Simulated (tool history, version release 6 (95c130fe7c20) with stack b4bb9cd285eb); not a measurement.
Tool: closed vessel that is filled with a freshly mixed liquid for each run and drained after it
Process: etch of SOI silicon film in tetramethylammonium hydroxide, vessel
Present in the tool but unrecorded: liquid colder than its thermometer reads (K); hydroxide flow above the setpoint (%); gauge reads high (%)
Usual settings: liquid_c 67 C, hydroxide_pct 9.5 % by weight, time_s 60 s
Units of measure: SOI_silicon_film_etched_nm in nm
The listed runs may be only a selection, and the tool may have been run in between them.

run,day,liquid_c,hydroxide_pct,time_s,wafers since the last listed run,hours since the thermometer was replaced,hours since the hydroxide flow meter was replaced,hours since the gauge calibration,"read-back film thickness of the SOI silicon film reference wafer, read on the same gauge (nm)",SOI_silicon_film_etched_nm
1,0,67,9.5,60,0,1819.2,1532.4,299.2,70.26,375.69
2,0.767,67,9.5,60,2318,1837.6,1550.8,317.6,70.32,375.53
3,1.975,67,9.5,60,3654,1866.6,1579.8,346.6,70.39,374.64
4,3.317,67,9.5,60,4057,1898.8,1612,378.8,70.47,380.88
5,4.162,67,9.5,60,2557,1919.1,1632.3,399.1,70.55,376.02
6,5.417,67,10.5,60,3792,1949.2,1662.4,429.2,70.62,366.5
7,6.192,67,9.5,60,2343,1967.8,1681,447.8,70.7,376.57
8,7.25,67,9.5,60,3200,1993.2,1706.4,473.2,70.76,375.17
9,8.704,67,9.5,60,4397,2028.1,1741.3,508.1,70.88,386.15
10,9.204,67,9.5,60,1512,2040.1,1753.3,520.1,70.95,378.57
11,9.896,67,9.5,60,2091,2056.7,1769.9,536.7,71.02,377.22
12,10.45,70.5,9.5,60,1675,2070,1783.2,550,71.07,471.17
13,11.371,70.5,9.5,60,2784,2092.1,1805.3,572.1,71.18,477.47
14,12.758,64,9.5,60,4196,2125.4,1838.6,605.4,71.32,318.48
# day 13.888: thermometer replaced
15,13.946,64,9.5,60,3465,1.4,1867.1,633.9,71.43,317.2
16,14.808,72.5,9.5,60,2608,22.1,1887.8,654.6,71.52,530.65
17,15.617,64,9.5,60,2444,41.5,1907.2,674,71.62,326.15
# day 16.996: gauge calibrated
18,17.867,67,9.5,60,6804,95.5,1961.2,20.9,69.91,378.02
19,18.421,67,9.5,60,1675,108.8,1974.5,34.2,69.91,374.87
20,19.538,61,7,75,3377,135.6,2001.3,61,69.9,360.18
21,21.029,67,9.5,60,4511,171.4,2037.1,96.8,69.93,374.3
22,22.446,74,10.5,90,4284,205.4,2071.1,130.8,69.96,818.99
# day 24.071: hydroxide flow meter replaced
23,25.533,74,9.5,85,9211,279.5,35.1,204.9,70.07,793.79
24,26.479,63,12,80,2860,302.2,57.8,227.6,70.07,360.87
25,27.508,71,9.5,60,3112,326.9,82.5,252.3,70.12,478.61
26,28.575,67,9.5,70,3225,352.5,108.1,277.9,70.19,434.48
27,29.342,60.5,9.5,85,2318,370.9,126.5,296.3,70.2,354.44
28,30.567,67,9.5,60,3704,400.3,155.9,325.7,70.28,370.82
29,31.508,69.5,10.5,35,2847,422.9,178.5,348.3,70.35,244.11
30,32.875,67,9.5,60,4133,455.7,211.3,381.1,70.43,376.02
31,33.938,71,8.5,90,3213,481.2,236.8,406.6,70.51,746.24
32,35.221,65,9.5,70,3881,512,267.6,437.4,70.61,388.85
33,35.883,71,6.5,60,2003,527.9,283.5,453.3,70.65,533.79

How the hidden state differs across the entries between the runs, from the last listed run before each to the first after it:
Runs 14 to 15: thermometer replaced (day 13.888)
  gauge reads high (%): 1.86 -> 2.05
  measured minus no-state result, SOI_silicon_film_etched_nm: +5.81 -> +6.36 nm
Runs 17 to 18: gauge calibrated (day 16.996)
  gauge reads high (%): 2.33 -> -0.158
  measured minus no-state result, SOI_silicon_film_etched_nm: +7.42 -> -0.6 nm
Runs 22 to 23: hydroxide flow meter replaced (day 24.071)
  gauge reads high (%): -0.069 -> 0.0643
  measured minus no-state result, SOI_silicon_film_etched_nm: -0.57 -> +0.51 nm
